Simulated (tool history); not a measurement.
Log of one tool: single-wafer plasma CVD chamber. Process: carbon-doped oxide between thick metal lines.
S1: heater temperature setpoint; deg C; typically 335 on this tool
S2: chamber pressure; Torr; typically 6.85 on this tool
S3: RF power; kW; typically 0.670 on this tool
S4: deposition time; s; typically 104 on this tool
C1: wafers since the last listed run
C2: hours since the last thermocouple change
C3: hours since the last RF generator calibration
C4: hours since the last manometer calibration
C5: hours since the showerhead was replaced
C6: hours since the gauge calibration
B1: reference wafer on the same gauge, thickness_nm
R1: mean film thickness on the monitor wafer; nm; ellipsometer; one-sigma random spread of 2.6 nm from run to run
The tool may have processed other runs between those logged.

run,hour,S1,S2,S3,S4,C1,C2,C3,C4,C5,C6,B1,R1
1,0.0,335,6.85,0.735,104,0,633.9,342.7,1448.7,2813.1,1191.6,731.278,714.347
2,88.8,335,6.85,0.735,104,1569,722.7,431.5,1537.5,2901.9,1280.4,731.541,716.823
3,133.7,335,6.85,0.735,104,793,767.6,476.4,1582.4,2946.8,1325.3,732.207,718.326
4,196.2,335,7.27,0.670,104,1104,830.1,538.9,1644.9,3009.3,1387.8,730.563,666.398
5,285.9,335,7.27,0.670,104,1584,919.8,628.6,1734.6,3099.0,1477.5,729.780,663.346
6,385.4,335,6.85,0.670,117,1758,1019.3,728.1,1834.1,3198.5,1577.0,730.799,735.289
7,452.3,335,6.85,0.670,117,1182,1086.2,795.0,1901.0,3265.4,1643.9,730.660,738.835
8,502.2,341,6.85,0.670,104,881,1136.1,844.9,1950.9,3315.3,1693.8,731.806,646.842
9,575.7,341,6.85,0.670,104,1298,1209.6,918.4,2024.4,3388.8,1767.3,732.039,648.202
10,679.3,335,6.85,0.670,104,1830,1313.2,1022.0,2128.0,3492.4,1870.9,732.117,651.496
11,775.5,335,6.85,0.670,104,1699,1409.4,1118.2,2224.2,3588.6,1967.1,730.984,648.513
12,855.8,335,6.85,0.670,104,1418,1489.7,1198.5,2304.5,3668.9,2047.4,732.241,645.311
# hour 888.3: RF generator calibrated
13,952.2,335,6.85,0.630,104,1561,1586.1,63.9,2400.9,3765.3,2143.8,731.657,638.806
# hour 1015.4: capacitance manometer re-zeroed and calibrated
# hour 1023.3: thermocouple changed; heater temperature recalibrated
14,1024.5,335,6.85,0.670,104,997,1.2,136.2,9.1,3837.6,2216.1,730.373,668.013
15,1118.0,335,6.85,0.670,104,1652,94.7,229.7,102.6,3931.1,2309.6,729.891,671.967

Run 16 is up next; what results do you expect?
# hour 1127.7: showerhead replaced
16,1222.6,335,6.85,0.670,119,1706,199.3,334.3,207.2,94.9,2414.2,?,?

{"run 16": {"B1": 731.537, "R1": 762.874}}
With the hidden condition absent and the run-to-run variation left alone, this run would have shown R1 770.692 nm.
